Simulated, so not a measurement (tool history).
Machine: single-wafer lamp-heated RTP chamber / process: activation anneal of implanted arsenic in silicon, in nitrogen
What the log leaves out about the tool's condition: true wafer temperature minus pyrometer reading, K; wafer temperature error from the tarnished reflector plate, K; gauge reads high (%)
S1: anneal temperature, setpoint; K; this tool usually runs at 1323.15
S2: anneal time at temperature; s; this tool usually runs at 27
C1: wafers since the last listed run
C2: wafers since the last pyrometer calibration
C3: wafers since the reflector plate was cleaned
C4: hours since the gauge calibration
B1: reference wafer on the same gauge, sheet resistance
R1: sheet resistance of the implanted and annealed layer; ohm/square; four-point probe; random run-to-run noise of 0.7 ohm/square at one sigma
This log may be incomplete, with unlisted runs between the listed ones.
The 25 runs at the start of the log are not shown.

At day 32.162: reflector plate cleaned.
Run 26, day 32.288: usual settings; C1 455; C2 1278; C3 52; C4 270.5; B1 218.91. Result: R1 271.06 ohm/square.
Run 27, day 33.117: usual settings; C1 339; C2 1618; C3 391; C4 290.4; B1 218.97. Result: R1 270.94 ohm/square.
Run 28, day 34.412: usual settings but S2 35 s; C1 530; C2 2149; C3 922; C4 321.5; B1 219.02. Result: R1 266.63 ohm/square.
Run 29, day 35.404: usual settings but S2 20 s; C1 406; C2 2555; C3 1329; C4 345.3; B1 218.86. Result: R1 274.19 ohm/square.
Run 30, day 35.917: usual settings but S1 1309.15 K, S2 41 s; C1 210; C2 2765; C3 1539; C4 357.6; B1 218.95. Result: R1 266.9 ohm/square.
Run 31, day 36.983: usual settings; C1 437; C2 3202; C3 1976; C4 383.2; B1 219.05. Result: R1 269.41 ohm/square.
Run 32, day 37.658: usual settings but S2 32 s; C1 276; C2 3479; C3 2252; C4 399.4; B1 219.09. Result: R1 266.2 ohm/square.
Run 33, day 38.458: usual settings but S1 1352.15 K, S2 39 s; C1 327; C2 3807; C3 2580; C4 418.6; B1 218.97. Result: R1 252.96 ohm/square.
Run 34, day 39.496: usual settings but S1 1307.15 K; C1 425; C2 4232; C3 3005; C4 443.5; B1 219.07. Result: R1 272.11 ohm/square.
At day 39.867: pyrometer window cleaned and pyrometer calibrated.
Run 35, day 40.512: usual settings but S1 1305.15 K, S2 16 s; C1 280; C2 263; C3 3285; C4 467.9; B1 218.96. Result: R1 282.51 ohm/square.
Run 36, day 41.408: usual settings but S2 36 s; C1 367; C2 630; C3 3652; C4 489.4; B1 219.06. Result: R1 267.62 ohm/square.
Run 37, day 42.362: usual settings but S1 1313.15 K, S2 17 s; C1 390; C2 1021; C3 4043; C4 512.3; B1 218.98. Result: R1 278.66 ohm/square.

Forecast each of these 4 alternatives for the next run:
Run A, day 42.379: usual settings but S1 1340.15 K; C1 6; C2 1028; C3 4050; C4 512.7; B1 ?. Result: R1 ?.
Run B, day 42.379: usual settings but S1 1352.15 K, S2 37 s; C1 6; C2 1028; C3 4050; C4 512.7; B1 ?. Result: R1 ?.
Run C, day 42.379: usual settings but S1 1300.15 K; C1 6; C2 1028; C3 4050; C4 512.7; B1 ?. Result: R1 ?.
Run D, day 42.379: usual settings but S1 1300.15 K, S2 35 s; C1 6; C2 1028; C3 4050; C4 512.7; B1 ?. Result: R1 ?.

run      B1      R1
  A  219.08  265.09
  B  219.08  256.18
  C  219.08  277.22
  D  219.08  274.07
Had the tool no hidden state, the same runs would have come out as:
run      R1
  A   266.6
  B   257.8
  C  278.46
  D  275.45
